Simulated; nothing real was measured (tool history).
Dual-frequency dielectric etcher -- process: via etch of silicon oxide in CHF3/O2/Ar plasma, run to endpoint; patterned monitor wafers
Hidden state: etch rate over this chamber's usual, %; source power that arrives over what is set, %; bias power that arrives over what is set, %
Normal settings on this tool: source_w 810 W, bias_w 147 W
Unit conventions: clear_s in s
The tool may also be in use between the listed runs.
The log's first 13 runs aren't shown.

| run | hour | source_w | bias_w | wafers since the last listed run | hours since the last wet clean | hours since the last source power generator calibration | hours since the last bias power generator calibration | hours since the last upper electrode change | incoming incoming film thickness, nm | clear_s |
|---|---|---|---|---|---|---|---|---|---|---|
| 14 | 295.0 | 810 | 147 | 61 | 456.7 | 1700.4 | 33.6 | 4600.7 | 606.2 | 304.1 |
| 15 | 310.5 | 810 | 169 | 74 | 472.2 | 1715.9 | 49.1 | 4616.2 | 599.9 | 282.4 |
| 16 | 328.5 | 810 | 169 | 87 | 490.2 | 1733.9 | 67.1 | 4634.2 | 605.4 | 287.9 |
|  | 371.2 | wet clean of the chamber |
|  | 384.3 | upper electrode replaced |
| 17 | 384.8 | 810 | 147 | 92 | 13.6 | 1790.2 | 123.4 | 0.5 | 598.7 | 288.6 |
| 18 | 385.2 | 810 | 147 | 1 | 14.0 | 1790.6 | 123.8 | 0.9 | 601.9 | 289.0 |
| 19 | 408.2 | 710 | 137 | 111 | 37.0 | 1813.6 | 146.8 | 23.9 | 603.6 | 315.2 |
| 20 | 436.2 | 810 | 163 | 135 | 65.0 | 1841.6 | 174.8 | 51.9 | 604.7 | 277.8 |
|  | 482.0 | source power generator calibrated |
| 21 | 512.9 | 750 | 126 | 351 | 141.7 | 30.9 | 251.5 | 128.6 | 601.8 | 324.1 |
| 22 | 530.4 | 810 | 147 | 84 | 159.2 | 48.4 | 269.0 | 146.1 | 601.4 | 292.0 |
| 23 | 561.1 | 940 | 111 | 148 | 189.9 | 79.1 | 299.7 | 176.8 | 599.5 | 311.4 |
| 24 | 576.4 | 940 | 183 | 74 | 205.2 | 94.4 | 315.0 | 192.1 | 604.8 | 254.6 |
| 25 | 600.3 | 650 | 172 | 115 | 229.1 | 118.3 | 338.9 | 216.0 | 600.1 | 296.1 |
| 26 | 624.9 | 940 | 110 | 119 | 253.7 | 142.9 | 363.5 | 240.6 | 600.5 | 315.7 |
| 27 | 642.4 | 810 | 147 | 84 | 271.2 | 160.4 | 381.0 | 258.1 | 598.8 | 293.7 |
| 28 | 657.0 | 660 | 135 | 70 | 285.8 | 175.0 | 395.6 | 272.7 | 601.6 | 335.0 |
| 29 | 683.4 | 620 | 157 | 127 | 312.2 | 201.4 | 422.0 | 299.1 | 604.8 | 316.4 |
| 30 | 712.9 | 710 | 164 | 142 | 341.7 | 230.9 | 451.5 | 328.6 | 605.9 | 299.7 |
| 31 | 726.8 | 750 | 114 | 67 | 355.6 | 244.8 | 465.4 | 342.5 | 602.8 | 339.4 |
| 32 | 740.8 | 960 | 164 | 67 | 369.6 | 258.8 | 479.4 | 356.5 | 607.6 | 269.5 |
| 33 | 770.4 | 940 | 110 | 143 | 399.2 | 288.4 | 509.0 | 386.1 | 610.1 | 317.5 |
| 34 | 825.4 | 900 | 168 | 266 | 454.2 | 343.4 | 564.0 | 441.1 | 599.0 | 267.8 |
| 35 | 847.7 | 930 | 119 | 107 | 476.5 | 365.7 | 586.3 | 463.4 | 609.4 | 309.9 |

4 ways to go on from here, each from the tool as it stands after run 35. What would each give?
| A | 848.2 | 810 | 147 | 2 | 477.0 | 366.2 | 586.8 | 463.9 | 599.3 | ? |
| B | 848.2 | 660 | 147 | 2 | 477.0 | 366.2 | 586.8 | 463.9 | 599.3 | ? |
| C | 848.2 | 970 | 135 | 2 | 477.0 | 366.2 | 586.8 | 463.9 | 599.3 | ? |
| D | 848.2 | 630 | 111 | 2 | 477.0 | 366.2 | 586.8 | 463.9 | 599.3 | ? |

| run | clear_s |
|---|---|
| A | 301.6 |
| B | 326.6 |
| C | 291.0 |
| D | 374.2 |
Stripped of hidden state, with their random variation kept, the same runs would have yielded:
| run | clear_s |
|---|---|
| A | 289.0 |
| B | 312.9 |
| C | 278.8 |
| D | 358.5 |
